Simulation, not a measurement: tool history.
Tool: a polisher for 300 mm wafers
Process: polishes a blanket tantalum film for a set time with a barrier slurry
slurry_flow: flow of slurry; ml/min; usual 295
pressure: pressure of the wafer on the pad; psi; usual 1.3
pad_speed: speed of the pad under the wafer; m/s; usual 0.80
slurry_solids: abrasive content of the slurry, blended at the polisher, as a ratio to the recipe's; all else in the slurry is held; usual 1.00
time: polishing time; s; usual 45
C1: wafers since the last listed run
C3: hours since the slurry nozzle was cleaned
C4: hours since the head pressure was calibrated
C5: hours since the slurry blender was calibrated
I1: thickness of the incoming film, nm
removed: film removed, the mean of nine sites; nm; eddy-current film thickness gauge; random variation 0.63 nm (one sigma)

Run 1, hour 0.0: usual settings; C1 0; wafers polished on this pad 430; C3 315.3; C4 532.0; C5 35.2; I1 280.3. Result: removed 40.1 nm.
Run 2, hour 14.0: usual settings but time 49 s; C1 171; wafers polished on this pad 601; C3 329.3; C4 546.0; C5 49.2; I1 279.1. Result: removed 42.2 nm.
Run 3, hour 26.5: usual settings but time 49 s; C1 152; wafers polished on this pad 754; C3 341.8; C4 558.5; C5 61.7; I1 274.3. Result: removed 42.1 nm.
Run 4, hour 48.2: usual settings but time 49 s; C1 265; wafers polished on this pad 1020; C3 363.5; C4 580.2; C5 83.4; I1 285.2. Result: removed 43.1 nm.
Run 5, hour 71.2: usual settings; C1 281; wafers polished on this pad 1302; C3 386.5; C4 603.2; C5 106.4; I1 280.8. Result: removed 37.8 nm.
Run 6, hour 98.0: usual settings; C1 328; wafers polished on this pad 1630; C3 413.3; C4 630.0; C5 133.2; I1 282.1. Result: removed 37.7 nm.
Run 7, hour 123.1: usual settings; C1 307; wafers polished on this pad 1937; C3 438.4; C4 655.1; C5 158.3; I1 277.9. Result: removed 35.9 nm.
Run 8, hour 137.5: usual settings; C1 176; wafers polished on this pad 2113; C3 452.8; C4 669.5; C5 172.7; I1 279.9. Result: removed 34.6 nm.
At hour 156.9: worn pad replaced by a new one.
Run 9, hour 158.1: usual settings; C1 203; wafers polished on this pad 14; C3 473.4; C4 690.1; C5 193.3; I1 280.7. Result: removed 38.3 nm.
Run 10, hour 183.7: usual settings; C1 313; wafers polished on this pad 327; C3 499.0; C4 715.7; C5 218.9; I1 281.0. Result: removed 38.6 nm.
Run 11, hour 215.2: usual settings; C1 385; wafers polished on this pad 713; C3 530.5; C4 747.2; C5 250.4; I1 280.4. Result: removed 37.8 nm.
At hour 222.0: slurry nozzle cleaned.
Run 12, hour 250.6: usual settings but slurry_flow 245 ml/min, time 33 s; C1 421; wafers polished on this pad 1134; C3 28.6; C4 782.6; C5 285.8; I1 279.4. Result: removed 26.4 nm.
Run 13, hour 278.1: usual settings but slurry_flow 245 ml/min, time 33 s; C1 336; wafers polished on this pad 1470; C3 56.1; C4 810.1; C5 313.3; I1 279.9. Result: removed 25.3 nm.
Run 14, hour 295.7: usual settings but pad_speed 1.04 m/s; C1 215; wafers polished on this pad 1686; C3 73.7; C4 827.7; C5 330.9; I1 284.9. Result: removed 44.0 nm.
Run 15, hour 308.0: usual settings but pressure 0.9 psi; C1 150; wafers polished on this pad 1836; C3 86.0; C4 840.0; C5 343.2; I1 274.5. Result: removed 24.6 nm.

Forecast run 16:
At hour 321.4: worn pad replaced by a new one.
At hour 336.1: slurry blender recalibrated.
Run 16, hour 340.8: usual settings but slurry_flow 365 ml/min, pressure 1.6 psi, pad_speed 0.62 m/s, slurry_solids 1.25; C1 328; wafers polished on this pad 212; C3 118.8; C4 872.8; C5 4.7; I1 283.6. Result: removed ?.

removed: 42.1 nm
Without the tool's hidden state the same run would have given removed 47.4 nm.

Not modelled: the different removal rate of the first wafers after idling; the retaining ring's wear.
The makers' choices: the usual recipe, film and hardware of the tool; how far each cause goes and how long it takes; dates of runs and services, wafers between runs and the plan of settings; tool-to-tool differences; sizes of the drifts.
